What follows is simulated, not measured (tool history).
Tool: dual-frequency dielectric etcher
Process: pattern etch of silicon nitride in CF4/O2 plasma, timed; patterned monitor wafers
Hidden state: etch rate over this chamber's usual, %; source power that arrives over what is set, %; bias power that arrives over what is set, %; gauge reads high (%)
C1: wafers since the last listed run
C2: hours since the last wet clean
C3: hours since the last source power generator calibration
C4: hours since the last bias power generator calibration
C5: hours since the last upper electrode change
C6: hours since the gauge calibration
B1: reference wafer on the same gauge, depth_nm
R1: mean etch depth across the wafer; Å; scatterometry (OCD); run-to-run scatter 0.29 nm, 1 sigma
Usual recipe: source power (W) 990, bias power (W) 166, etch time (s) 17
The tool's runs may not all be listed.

{"run": 1, "hour": 0.0, "source power (W)": 990, "bias power (W)": 166, "etch time (s)": 17, "C1": 0, "C2": 223.4, "C3": 1114.8, "C4": 3273.4, "C5": 2275.9, "C6": 1909.9, "B1": 51.1, "R1": 615}
{"run": 2, "hour": 28.1, "source power (W)": 990, "bias power (W)": 166, "etch time (s)": 17, "C1": 516, "C2": 251.5, "C3": 1142.9, "C4": 3301.5, "C5": 2304, "C6": 1938, "B1": 51.2, "R1": 622}
{"run": 3, "hour": 82.0, "source power (W)": 990, "bias power (W)": 196, "etch time (s)": 17, "C1": 991, "C2": 305.4, "C3": 1196.8, "C4": 3355.4, "C5": 2357.9, "C6": 1991.9, "B1": 51.3, "R1": 654}
{"run": 4, "hour": 130.5, "source power (W)": 990, "bias power (W)": 196, "etch time (s)": 17, "C1": 891, "C2": 353.9, "C3": 1245.3, "C4": 3403.9, "C5": 2406.4, "C6": 2040.4, "B1": 51.2, "R1": 659}
{"run": 5, "hour": 162.0, "source power (W)": 990, "bias power (W)": 196, "etch time (s)": 17, "C1": 579, "C2": 385.4, "C3": 1276.8, "C4": 3435.4, "C5": 2437.9, "C6": 2071.9, "B1": 51.2, "R1": 662}
{"hour": 200.5, "done": "wet clean of the chamber"}
{"run": 6, "hour": 208.7, "source power (W)": 990, "bias power (W)": 166, "etch time (s)": 17, "C1": 417, "C2": 8.2, "C3": 1323.5, "C4": 3482.1, "C5": 2484.6, "C6": 2118.6, "B1": 51.3, "R1": 637}
{"run": 7, "hour": 250.2, "source power (W)": 990, "bias power (W)": 166, "etch time (s)": 17, "C1": 763, "C2": 49.7, "C3": 1365, "C4": 3523.6, "C5": 2526.1, "C6": 2160.1, "B1": 51.1, "R1": 644}
{"run": 8, "hour": 283.5, "source power (W)": 990, "bias power (W)": 166, "etch time (s)": 17, "C1": 612, "C2": 83, "C3": 1398.3, "C4": 3556.9, "C5": 2559.4, "C6": 2193.4, "B1": 51.2, "R1": 641}
{"hour": 285.7, "done": "gauge calibrated"}
{"run": 9, "hour": 310.8, "source power (W)": 990, "bias power (W)": 166, "etch time (s)": 17, "C1": 501, "C2": 110.3, "C3": 1425.6, "C4": 3584.2, "C5": 2586.7, "C6": 25.1, "B1": 51.1, "R1": 644}
{"run": 10, "hour": 367.9, "source power (W)": 990, "bias power (W)": 166, "etch time (s)": 17, "C1": 1049, "C2": 167.4, "C3": 1482.7, "C4": 3641.3, "C5": 2643.8, "C6": 82.2, "B1": 51.2, "R1": 649}
{"hour": 435.2, "done": "wet clean of the chamber, repeated, since the last time left the tool worse"}
{"run": 11, "hour": 435.7, "source power (W)": 990, "bias power (W)": 166, "etch time (s)": 17, "C1": 805, "C2": 0.5, "C3": 1550.5, "C4": 3709.1, "C5": 2711.6, "C6": 150, "B1": 51.2, "R1": 607}
{"run": 12, "hour": 473.8, "source power (W)": 990, "bias power (W)": 153, "etch time (s)": 17, "C1": 700, "C2": 38.6, "C3": 1588.6, "C4": 3747.2, "C5": 2749.7, "C6": 188.1, "B1": 51.2, "R1": 597}
{"hour": 639.3, "done": "upper electrode replaced"}
{"run": 13, "hour": 661.6, "source power (W)": 1100, "bias power (W)": 166, "etch time (s)": 21, "C1": 3011, "C2": 226.4, "C3": 1776.4, "C4": 3935, "C5": 22.3, "C6": 375.9, "B1": 51.2, "R1": 846}
{"run": 14, "hour": 706.0, "source power (W)": 770, "bias power (W)": 166, "etch time (s)": 17, "C1": 816, "C2": 270.8, "C3": 1820.8, "C4": 3979.4, "C5": 66.7, "C6": 420.3, "B1": 51.2, "R1": 487}
{"hour": 739.0, "done": "bias power generator calibrated"}
{"run": 15, "hour": 758.3, "source power (W)": 1150, "bias power (W)": 144, "etch time (s)": 18.5, "C1": 888, "C2": 323.1, "C3": 1873.1, "C4": 19.3, "C5": 119, "C6": 472.6, "B1": 51.2, "R1": 748}
{"hour": 809.2, "done": "wet clean of the chamber"}
{"run": 16, "hour": 828.5, "source power (W)": 790, "bias power (W)": 192, "etch time (s)": 17, "C1": 849, "C2": 19.3, "C3": 1943.3, "C4": 89.5, "C5": 189.2, "C6": 542.8, "B1": 51.2, "R1": 512}
{"run": 17, "hour": 881.2, "source power (W)": 990, "bias power (W)": 166, "etch time (s)": 17, "C1": 968, "C2": 72, "C3": 1996, "C4": 142.2, "C5": 241.9, "C6": 595.5, "B1": 51.2, "R1": 619}
{"run": 18, "hour": 939.3, "source power (W)": 990, "bias power (W)": 196, "etch time (s)": 17, "C1": 1068, "C2": 130.1, "C3": 2054.1, "C4": 200.3, "C5": 300, "C6": 653.6, "B1": 51.2, "R1": 644}
{"run": 19, "hour": 974.2, "source power (W)": 990, "bias power (W)": 166, "etch time (s)": 19, "C1": 641, "C2": 165, "C3": 2089, "C4": 235.2, "C5": 334.9, "C6": 688.5, "B1": 51.3, "R1": 689}
{"run": 20, "hour": 1012.6, "source power (W)": 990, "bias power (W)": 146, "etch time (s)": 18.5, "C1": 706, "C2": 203.4, "C3": 2127.4, "C4": 273.6, "C5": 373.3, "C6": 726.9, "B1": 51.1, "R1": 648}
{"hour": 1049.3, "done": "source power generator calibrated"}
{"run": 21, "hour": 1071.3, "source power (W)": 990, "bias power (W)": 138, "etch time (s)": 15.5, "C1": 1005, "C2": 262.1, "C3": 22, "C4": 332.3, "C5": 432, "C6": 785.6, "B1": 51.3, "R1": 534}
{"run": 22, "hour": 1123.5, "source power (W)": 1080, "bias power (W)": 146, "etch time (s)": 14.5, "C1": 959, "C2": 314.3, "C3": 74.2, "C4": 384.5, "C5": 484.2, "C6": 837.8, "B1": 51.2, "R1": 557}
{"run": 23, "hour": 1182.1, "source power (W)": 1230, "bias power (W)": 166, "etch time (s)": 20.5, "C1": 1077, "C2": 372.9, "C3": 132.8, "C4": 443.1, "C5": 542.8, "C6": 896.4, "B1": 51.2, "R1": 927}
{"hour": 1263.0, "done": "wet clean of the chamber"}
{"run": 24, "hour": 1263.5, "source power (W)": 990, "bias power (W)": 166, "etch time (s)": 17, "C1": 1055, "C2": 0.5, "C3": 214.2, "C4": 524.5, "C5": 624.2, "C6": 977.8, "B1": 51.2, "R1": 606}
{"run": 25, "hour": 1319.5, "source power (W)": 1180, "bias power (W)": 131, "etch time (s)": 15, "C1": 1029, "C2": 56.5, "C3": 270.2, "C4": 580.5, "C5": 680.2, "C6": 1033.8, "B1": 51.3, "R1": 595}
{"run": 26, "hour": 1355.2, "source power (W)": 920, "bias power (W)": 149, "etch time (s)": 18.5, "C1": 656, "C2": 92.2, "C3": 305.9, "C4": 616.2, "C5": 715.9, "C6": 1069.5, "B1": 51.1, "R1": 596}
{"run": 27, "hour": 1397.7, "source power (W)": 1180, "bias power (W)": 191, "etch time (s)": 17, "C1": 781, "C2": 134.7, "C3": 348.4, "C4": 658.7, "C5": 758.4, "C6": 1112, "B1": 51.2, "R1": 755}
{"run": 28, "hour": 1449.8, "source power (W)": 990, "bias power (W)": 182, "etch time (s)": 17, "C1": 957, "C2": 186.8, "C3": 400.5, "C4": 710.8, "C5": 810.5, "C6": 1164.1, "B1": 51.2, "R1": 633}
{"run": 29, "hour": 1511.4, "source power (W)": 990, "bias power (W)": 166, "etch time (s)": 17, "C1": 1132, "C2": 248.4, "C3": 462.1, "C4": 772.4, "C5": 872.1, "C6": 1225.7, "B1": 51.2, "R1": 617}
{"run": 30, "hour": 1548.9, "source power (W)": 990, "bias power (W)": 166, "etch time (s)": 17, "C1": 689, "C2": 285.9, "C3": 499.6, "C4": 809.9, "C5": 909.6, "C6": 1263.2, "B1": 51.2, "R1": 617}
{"run": 31, "hour": 1586.3, "source power (W)": 760, "bias power (W)": 134, "etch time (s)": 12, "C1": 687, "C2": 323.3, "C3": 537, "C4": 847.3, "C5": 947, "C6": 1300.6, "B1": 51.3, "R1": 315}

Hidden state, per run?
source power that arrives over what is set, %: 0 in every run
bias power that arrives over what is set, %: 0 in every run
gauge reads high (%): 0 in every run
H1: etch rate over this chamber's usual, %
run=1 H1=1.48
run=2 H1=1.68
run=3 H1=2.06
run=4 H1=2.4
run=5 H1=2.63
run=6 H1=5.32
run=7 H1=5.62
run=8 H1=5.85
run=9 H1=6.05
run=10 H1=6.45
run=11 H1=0.261
run=12 H1=0.532
run=13 H1=1.86
run=14 H1=2.18
run=15 H1=2.55
run=16 H1=0.329
run=17 H1=0.703
run=18 H1=1.11
run=19 H1=1.36
run=20 H1=1.63
run=21 H1=2.05
run=22 H1=2.42
run=23 H1=2.84
run=24 H1=0.202
run=25 H1=0.6
run=26 H1=0.853
run=27 H1=1.15
run=28 H1=1.52
run=29 H1=1.96
run=30 H1=2.23
run=31 H1=2.49
